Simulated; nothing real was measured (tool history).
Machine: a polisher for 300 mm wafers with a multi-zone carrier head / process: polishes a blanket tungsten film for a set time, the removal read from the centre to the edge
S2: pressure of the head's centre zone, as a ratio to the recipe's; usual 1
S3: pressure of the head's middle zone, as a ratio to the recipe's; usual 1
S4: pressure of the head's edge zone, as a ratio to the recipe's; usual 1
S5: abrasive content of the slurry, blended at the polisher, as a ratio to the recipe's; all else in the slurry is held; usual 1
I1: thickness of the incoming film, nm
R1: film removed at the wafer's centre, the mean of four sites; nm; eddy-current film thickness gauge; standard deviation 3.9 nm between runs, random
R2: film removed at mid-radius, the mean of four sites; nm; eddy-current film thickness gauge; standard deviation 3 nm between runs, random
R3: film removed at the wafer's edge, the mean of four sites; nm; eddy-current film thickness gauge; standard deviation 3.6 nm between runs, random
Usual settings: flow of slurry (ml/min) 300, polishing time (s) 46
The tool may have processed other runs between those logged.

Run 1, hour 0: usual settings; I1 1371.3. Result: R1 270.7 nm, R2 270.1 nm, R3 266 nm.
At hour 34.7: worn pad replaced by a new one.
Run 2, hour 35.8: usual settings; I1 1386. Result: R1 281.2 nm, R2 266.7 nm, R3 266.9 nm.
Run 3, hour 76.2: usual settings; I1 1366. Result: R1 268.3 nm, R2 273.3 nm, R3 272.4 nm.
Run 4, hour 143.9: usual settings; I1 1387.4. Result: R1 271 nm, R2 272.1 nm, R3 267.3 nm.
At hour 178.5: worn pad replaced by a new one.
Run 5, hour 214.9: usual settings; I1 1393.7. Result: R1 270.4 nm, R2 263 nm, R3 267.3 nm.
Run 6, hour 249.4: usual settings; I1 1379.3. Result: R1 276.8 nm, R2 265.7 nm, R3 259.8 nm.
At hour 293.3: worn pad replaced by a new one.
Run 7, hour 304.4: usual settings but flow of slurry (ml/min) 250; I1 1379.1. Result: R1 259 nm, R2 255.6 nm, R3 257.4 nm.
At hour 363.7: edge zone pressure recalibrated.
Run 8, hour 375.1: usual settings but S2 1.08; I1 1384.7. Result: R1 289.3 nm, R2 262.4 nm, R3 256.2 nm.

Estimate the outcome of run 9 from the log above:
At hour 404.1: carrier head's membrane replaced by a new one.
At hour 429.2: worn pad replaced by a new one.
Run 9, hour 445.4: usual settings but flow of slurry (ml/min) 200, S3 1.09; I1 1403.2. Result: R1 ?, R2 ?, R3 ?.

{"run 9": {"R1": 240.9, "R2": 255.6, "R3": 241.8}}
Were there no unlogged condition in the tool, this run, its random variation unchanged, would have produced R1 268.1 nm, R2 281 nm, R3 258.8 nm.
